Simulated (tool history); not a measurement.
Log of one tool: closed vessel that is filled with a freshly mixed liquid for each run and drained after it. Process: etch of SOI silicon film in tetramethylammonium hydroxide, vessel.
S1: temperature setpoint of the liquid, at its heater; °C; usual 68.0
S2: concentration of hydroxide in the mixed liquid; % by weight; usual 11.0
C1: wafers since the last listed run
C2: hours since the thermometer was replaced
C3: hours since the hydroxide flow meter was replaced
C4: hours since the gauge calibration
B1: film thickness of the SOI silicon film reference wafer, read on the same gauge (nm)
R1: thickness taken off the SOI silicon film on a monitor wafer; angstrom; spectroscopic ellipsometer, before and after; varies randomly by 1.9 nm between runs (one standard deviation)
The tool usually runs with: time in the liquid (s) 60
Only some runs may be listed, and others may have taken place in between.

Run 1, day 0.000: usual settings but S1 71.0 °C; C1 0; C2 1027.0; C3 653.8; C4 558.2; B1 80.01. Result: R1 4549.7 angstrom.
Run 2, day 0.650: usual settings but S1 71.5 °C; C1 1490; C2 1042.6; C3 669.4; C4 573.8; B1 80.01. Result: R1 4681.6 angstrom.
Run 3, day 3.979: usual settings but S1 71.5 °C; C1 7632; C2 1122.5; C3 749.3; C4 653.7; B1 80.02. Result: R1 4650.6 angstrom.
Run 4, day 5.058: usual settings; C1 2474; C2 1148.4; C3 775.2; C4 679.6; B1 80.00. Result: R1 3783.7 angstrom.
Run 5, day 5.571: usual settings; C1 1174; C2 1160.7; C3 787.5; C4 691.9; B1 80.01. Result: R1 3758.2 angstrom.
Run 6, day 6.296: usual settings; C1 1662; C2 1178.1; C3 804.9; C4 709.3; B1 79.98. Result: R1 3761.2 angstrom.
Run 7, day 6.933: usual settings; C1 1461; C2 1193.4; C3 820.2; C4 724.6; B1 80.00. Result: R1 3812.7 angstrom.
Run 8, day 8.308: usual settings; C1 3152; C2 1226.4; C3 853.2; C4 757.6; B1 80.01. Result: R1 3753.3 angstrom.
Run 9, day 9.542: usual settings; C1 2827; C2 1256.0; C3 882.8; C4 787.2; B1 80.00. Result: R1 3811.4 angstrom.
Run 10, day 10.992: usual settings but S1 70.0 °C, S2 12.0 % by weight; C1 3324; C2 1290.8; C3 917.6; C4 822.0; B1 80.00. Result: R1 4133.6 angstrom.
Run 11, day 12.088: usual settings; C1 2512; C2 1317.1; C3 943.9; C4 848.3; B1 80.01. Result: R1 3757.8 angstrom.
Run 12, day 12.975: usual settings; C1 2034; C2 1338.4; C3 965.2; C4 869.6; B1 80.00. Result: R1 3801.6 angstrom.
At day 13.042: hydroxide flow meter replaced.
Run 13, day 13.821: usual settings; C1 1843; C2 1358.7; C3 18.7; C4 889.9; B1 79.99. Result: R1 3655.3 angstrom.
At day 15.908: gauge calibrated.
At day 16.412: thermometer replaced.
Run 14, day 17.117: usual settings but S1 61.0 °C, S2 9.0 % by weight; C1 7460; C2 16.9; C3 97.8; C4 29.0; B1 79.99. Result: R1 2743.0 angstrom.
Run 15, day 17.846: usual settings but S1 73.0 °C, S2 8.0 % by weight, time in the liquid (s) 85; C1 1671; C2 34.4; C3 115.3; C4 46.5; B1 80.00. Result: R1 8276.9 angstrom.
Run 16, day 18.908: usual settings; C1 2435; C2 59.9; C3 140.8; C4 72.0; B1 79.99. Result: R1 3868.4 angstrom.
Run 17, day 19.983: usual settings but S1 64.0 °C, S2 12.0 % by weight, time in the liquid (s) 75; C1 2464; C2 85.7; C3 166.6; C4 97.8; B1 80.01. Result: R1 3673.3 angstrom.
Run 18, day 21.392: usual settings but S1 60.5 °C, S2 9.0 % by weight, time in the liquid (s) 40; C1 3228; C2 119.5; C3 200.4; C4 131.6; B1 80.00. Result: R1 1769.3 angstrom.
Run 19, day 22.138: usual settings but time in the liquid (s) 75; C1 1709; C2 137.4; C3 218.3; C4 149.5; B1 80.01. Result: R1 4831.1 angstrom.
Run 20, day 23.538: usual settings but S2 10.0 % by weight; C1 3209; C2 171.0; C3 251.9; C4 183.1; B1 80.00. Result: R1 4034.6 angstrom.
Run 21, day 24.975: usual settings; C1 3295; C2 205.5; C3 286.4; C4 217.6; B1 79.98. Result: R1 3858.2 angstrom.
Run 22, day 25.762: usual settings but S2 8.5 % by weight; C1 1805; C2 224.4; C3 305.3; C4 236.5; B1 80.00. Result: R1 4264.8 angstrom.
Run 23, day 27.017: usual settings but S1 66.0 °C; C1 2875; C2 254.5; C3 335.4; C4 266.6; B1 79.99. Result: R1 3420.8 angstrom.
Run 24, day 30.867: usual settings but time in the liquid (s) 35; C1 8826; C2 346.9; C3 427.8; C4 359.0; B1 80.03. Result: R1 2236.8 angstrom.
Run 25, day 31.721: usual settings but S2 9.0 % by weight, time in the liquid (s) 30; C1 1958; C2 367.4; C3 448.3; C4 379.5; B1 80.02. Result: R1 2077.8 angstrom.
Run 26, day 32.646: usual settings; C1 2120; C2 389.6; C3 470.5; C4 401.7; B1 80.00. Result: R1 3834.2 angstrom.
Run 27, day 33.704: usual settings but S1 60.5 °C, S2 12.5 % by weight, time in the liquid (s) 90; C1 2426; C2 415.0; C3 495.9; C4 427.1; B1 80.02. Result: R1 3506.9 angstrom.
Run 28, day 37.421: usual settings but S2 9.5 % by weight, time in the liquid (s) 75; C1 8521; C2 504.2; C3 585.1; C4 516.3; B1 80.00. Result: R1 5110.7 angstrom.
Run 29, day 38.362: usual settings but S1 74.0 °C; C1 2158; C2 526.8; C3 607.7; C4 538.9; B1 80.00. Result: R1 5456.8 angstrom.
Run 30, day 39.096: usual settings but S1 65.0 °C, S2 9.0 % by weight; C1 1681; C2 544.4; C3 625.3; C4 556.5; B1 80.01. Result: R1 3460.4 angstrom.
Run 31, day 39.954: usual settings but time in the liquid (s) 80; C1 1967; C2 565.0; C3 645.9; C4 577.1; B1 79.99. Result: R1 5113.2 angstrom.
Run 32, day 41.246: usual settings but S2 8.0 % by weight, time in the liquid (s) 35; C1 2961; C2 596.0; C3 676.9; C4 608.1; B1 79.99. Result: R1 2497.2 angstrom.
Run 33, day 41.929: usual settings; C1 1566; C2 612.4; C3 693.3; C4 624.5; B1 80.03. Result: R1 3837.3 angstrom.
Run 34, day 42.879: usual settings; C1 2178; C2 635.2; C3 716.1; C4 647.3; B1 80.00. Result: R1 3813.5 angstrom.

Hidden state at the last listed run before each entry between runs and at the first one after, where it differs:
Logged between run 12 and run 13: hydroxide flow meter replaced (day 13.042)
  liquid colder than its thermometer reads (K): 1.09 -> 1.1; hydroxide flow below the setpoint (%): 10.7 -> 1.62
  measured less the result without the state, R1: -97.9 -> -225.0 angstrom
Logged between run 13 and run 14: gauge calibrated (day 15.908); thermometer replaced (day 16.412)
  liquid colder than its thermometer reads (K): 1.1 -> 0.175; hydroxide flow below the setpoint (%): 1.62 -> 2.37
  measured less the result without the state, R1: -225.0 -> -5.2 angstrom
